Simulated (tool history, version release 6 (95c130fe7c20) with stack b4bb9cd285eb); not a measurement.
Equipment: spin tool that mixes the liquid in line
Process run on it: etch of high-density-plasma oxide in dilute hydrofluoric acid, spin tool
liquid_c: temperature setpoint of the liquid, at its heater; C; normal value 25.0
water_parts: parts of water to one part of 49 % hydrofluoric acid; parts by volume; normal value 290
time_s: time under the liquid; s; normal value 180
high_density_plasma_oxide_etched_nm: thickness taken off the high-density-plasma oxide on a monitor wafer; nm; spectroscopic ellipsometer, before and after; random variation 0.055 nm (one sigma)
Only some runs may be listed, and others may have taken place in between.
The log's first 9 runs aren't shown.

run    hour  liquid_c  water_parts  time_s  read-back film thickness of the high-density-plasma oxide reference wafer, read on the same gauge (nm)  high_density_plasma_oxide_etched_nm
 10   778.6      25.0          290     180                                                                                                  140.02                                 5.74
 11   872.3      25.0          290     180                                                                                                  140.03                                 5.97
 12   914.6      23.0          290     180                                                                                                  139.99                                 5.53
     1120.7  -- hydrofluoric acid flow meter replaced
 13  1149.7      23.0          290     180                                                                                                  139.99                                 5.37
 14  1245.5      25.0          290     180                                                                                                  140.03                                 5.90
 15  1316.3      22.5          375     135                                                                                                  140.05                                 2.86
 16  1371.3      29.5          420     270                                                                                                  140.02                                 6.20
 17  1453.4      28.5          290     275                                                                                                  139.98                                10.10
 18  1490.1      21.0          365     210                                                                                                  140.02                                 4.52
 19  1594.2      29.0          205     180                                                                                                  140.00                                10.68
 20  1638.0      27.5          430     140                                                                                                  140.01                                 2.99
     1669.4  -- gauge calibrated
 21  1688.0      25.0          290      90                                                                                                  139.96                                 3.06
     1729.9  -- hydrofluoric acid flow meter replaced
 22  1769.3      21.0          220     100                                                                                                  140.04                                 3.95
 23  1872.0      25.0          360     180                                                                                                  139.98                                 4.45
 24  1946.9      22.0          210     140                                                                                                  140.01                                 6.05
 25  2019.3      22.0          420     240                                                                                                  140.00                                 4.47
 26  2108.4      25.0          205     180                                                                                                  140.02                                 9.44
 27  2173.2      28.5          175     125                                                                                                  140.01                                 8.93
 28  2274.5      25.0          290     180                                                                                                  140.01                                 6.21
 29  2337.0      27.5          230     240                                                                                                  139.96                                11.81
 30  2379.5      25.0          290     180                                                                                                  139.99                                 6.32
     2405.4  -- hydrofluoric acid flow meter replaced
 31  2480.9      25.0          290     180                                                                                                  140.00                                 5.96
 32  2586.8      25.0          290     180                                                                                                  140.01                                 6.04
 33  2670.0      26.5          380     180                                                                                                  140.00                                 4.43

Below are 3 alternative next runs, each starting from the tool's condition after run 33. Predict each:
  A  2670.5      25.0          290     180                                                                                                       ?                                    ?
  B  2670.5      27.5          215     285                                                                                                       ?                                    ?
  C  2670.5      21.0          250     115                                                                                                       ?                                    ?

run  read-back film thickness of the high-density-plasma oxide reference wafer, read on the same gauge (nm)  high_density_plasma_oxide_etched_nm
  A                                                                                                  139.99                                 6.04
  B                                                                                                  139.99                                15.26
  C                                                                                                  139.99                                 4.05
With the hidden condition removed and each run's random variation left untouched, the same runs would have given:
run  high_density_plasma_oxide_etched_nm
  A                                 5.58
  B                                14.09
  C                                 3.73
